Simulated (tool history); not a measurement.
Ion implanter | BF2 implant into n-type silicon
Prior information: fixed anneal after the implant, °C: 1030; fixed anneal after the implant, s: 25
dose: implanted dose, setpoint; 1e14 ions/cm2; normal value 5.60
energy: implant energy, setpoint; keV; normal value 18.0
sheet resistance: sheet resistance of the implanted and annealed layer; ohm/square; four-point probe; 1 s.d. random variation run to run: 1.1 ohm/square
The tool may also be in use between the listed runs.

run   hour  dose  energy  read-back reference wafer on the same gauge, sheet resistance  sheet resistance
  1    0.0  5.60    21.5                                                         239.92            236.31
  2   22.6  5.60    21.5                                                         240.09            237.40
  3   45.7  5.60    21.5                                                         240.24            236.78
  4   58.5  5.60    18.0                                                         239.87            242.70
  5   86.4  5.60    18.0                                                         240.08            243.31
  6  101.0  5.60    18.0                                                         240.03            244.09
     118.5  -- gauge calibrated
  7  119.0  5.60    18.0                                                         240.13            243.50
  8  137.5  5.60    18.0                                                         239.74            244.78
  9  155.6  5.60    18.0                                                         240.04            243.87
     188.6  -- extraction supply calibrated
 10  189.1  5.60    18.0                                                         240.17            243.75
 11  205.9  5.60    14.5                                                         239.72            254.03
 12  224.8  5.60    14.5                                                         239.96            254.62
 13  250.8  6.67    16.0                                                         239.93            220.69
 14  265.3  6.42    23.0                                                         240.19            209.43
 15  282.3  5.60    21.0                                                         239.95            238.91
 16  301.4  5.60    18.0                                                         240.07            246.29
     310.5  -- Faraday cup replaced and dose calibrated
 17  316.6  4.58    21.5                                                         240.29            269.68
 18  351.7  5.60    18.0                                                         239.82            234.80
 19  382.1  4.51    18.0                                                         240.02            282.46
 20  409.2  6.82    12.0                                                         239.88            227.98
 21  437.8  4.44    18.0                                                         239.92            285.02
     451.6  -- gauge calibrated
 22  470.1  4.37    23.5                                                         240.09            281.10
 23  497.9  5.60    22.5                                                         239.91            231.22
 24  520.9  5.60    18.0                                                         240.20            240.17
 25  543.3  6.17    18.0                                                         239.84            223.47
 26  562.9  3.92    18.0                                                         240.09            319.60
 27  598.3  4.19    15.5                                                         239.89            307.85

What if the next run were any one of these 4? Each begins from the tool's condition after run 27:
  A  598.7  5.60    16.0                                                              ?                 ?
  B  598.7  4.76    18.0                                                              ?                 ?
  C  598.7  4.91    14.5                                                              ?                 ?
  D  598.7  6.73    23.5                                                              ?                 ?

run  read-back reference wafer on the same gauge, sheet resistance  sheet resistance
  A                                                         240.03            246.14
  B                                                         240.03            273.31
  C                                                         240.03            276.32
  D                                                         240.03            200.65
With no hidden state in the tool, these same runs would have given:
run  sheet resistance
  A            240.67
  B            266.77
  C            270.06
  D            196.07
